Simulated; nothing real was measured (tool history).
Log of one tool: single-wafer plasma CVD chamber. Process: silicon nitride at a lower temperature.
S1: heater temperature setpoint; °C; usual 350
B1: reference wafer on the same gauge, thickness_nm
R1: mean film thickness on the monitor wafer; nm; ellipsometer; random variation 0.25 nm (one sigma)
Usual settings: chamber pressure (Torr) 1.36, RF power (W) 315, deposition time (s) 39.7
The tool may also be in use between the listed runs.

Run 1, day 0: usual settings; B1 38.709. Result: R1 48.232 nm.
At day 0.421: showerhead replaced.
Run 2, day 3.142: usual settings; B1 38.711. Result: R1 48.516 nm.
Run 3, day 5.062: usual settings; B1 38.673. Result: R1 48.496 nm.
At day 6.829: gauge calibrated.
Run 4, day 8.133: usual settings; B1 38.757. Result: R1 48.704 nm.
Run 5, day 11.488: usual settings but chamber pressure (Torr) 1.55, deposition time (s) 36.1; B1 38.708. Result: R1 46.335 nm.
At day 13.308: RF generator calibrated.
Run 6, day 15.296: usual settings; B1 38.728. Result: R1 48.515 nm.
Run 7, day 19.596: usual settings but RF power (W) 350; B1 38.705. Result: R1 50.705 nm.
Run 8, day 23.221: usual settings; B1 38.665. Result: R1 48.95 nm.
At day 24.55: capacitance manometer re-zeroed and calibrated, repeated, since the last time left the tool worse.
Run 9, day 26.854: usual settings but chamber pressure (Torr) 1.47, RF power (W) 275, deposition time (s) 45; B1 38.695. Result: R1 52.473 nm.
Run 10, day 30.504: usual settings but S1 340 °C, chamber pressure (Torr) 1.02, RF power (W) 345, deposition time (s) 34.6; B1 38.766. Result: R1 38.328 nm.
Run 11, day 33.679: usual settings but S1 345 °C, chamber pressure (Torr) 1.08, RF power (W) 280; B1 38.703. Result: R1 41.215 nm.
Run 12, day 35.629: usual settings but chamber pressure (Torr) 1.09, RF power (W) 370; B1 38.704. Result: R1 45.934 nm.
Run 13, day 46.138: usual settings but S1 361 °C, chamber pressure (Torr) 1.13, RF power (W) 360, deposition time (s) 35.7; B1 38.742. Result: R1 41.413 nm.
Run 14, day 48.038: usual settings but chamber pressure (Torr) 1.27; B1 38.712. Result: R1 46.391 nm.
Run 15, day 51.512: usual settings; B1 38.699. Result: R1 47.528 nm.
Run 16, day 55.729: usual settings; B1 38.677. Result: R1 47.79 nm.
Run 17, day 59.962: usual settings; B1 38.702. Result: R1 47.479 nm.
At day 62.4: thermocouple changed; heater temperature recalibrated.
Run 18, day 62.429: usual settings but chamber pressure (Torr) 1.18, deposition time (s) 32.8; B1 38.659. Result: R1 37.33 nm.
Run 19, day 70.733: usual settings but S1 336 °C, RF power (W) 290, deposition time (s) 35.4; B1 38.705. Result: R1 41.356 nm.
Run 20, day 73.958: usual settings but S1 345 °C, chamber pressure (Torr) 1.08, RF power (W) 280; B1 38.763. Result: R1 42.089 nm.
Run 21, day 76.042: usual settings; B1 38.681. Result: R1 47.724 nm.
Run 22, day 78.067: usual settings but S1 341 °C, chamber pressure (Torr) 1.19, RF power (W) 270, deposition time (s) 45; B1 38.707. Result: R1 48.765 nm.
Run 23, day 81.688: usual settings but chamber pressure (Torr) 1.53; B1 38.696. Result: R1 49.629 nm.
Run 24, day 84.042: usual settings but RF power (W) 340, deposition time (s) 36.5; B1 38.7. Result: R1 45.311 nm.
Run 25, day 86.304: usual settings but chamber pressure (Torr) 1.15, RF power (W) 265; B1 38.68. Result: R1 42.47 nm.
At day 89.621: RF generator calibrated.
Run 26, day 90.775: usual settings; B1 38.69. Result: R1 48.076 nm.
Run 27, day 95.204: usual settings but S1 338 °C, chamber pressure (Torr) 1.63, deposition time (s) 45.3; B1 38.702. Result: R1 58.761 nm.
Run 28, day 98.1: usual settings; B1 38.693. Result: R1 47.631 nm.
Run 29, day 100.208: usual settings but RF power (W) 295, deposition time (s) 45.3; B1 38.659. Result: R1 53.16 nm.

Forecast each of these 3 alternatives for the next run:
Run A, day 100.225: usual settings; B1 ?. Result: R1 ?.
Run B, day 100.225: usual settings but S1 362 °C, RF power (W) 350; B1 ?. Result: R1 ?.
Run C, day 100.225: usual settings but S1 358 °C, chamber pressure (Torr) 1.51; B1 ?. Result: R1 ?.

run      B1      R1
  A  38.752  48.098
  B  38.752  49.709
  C  38.752  49.728
Without the tool's hidden state the same runs would have given:
run      R1
  A  47.489
  B  49.079
  C  49.109
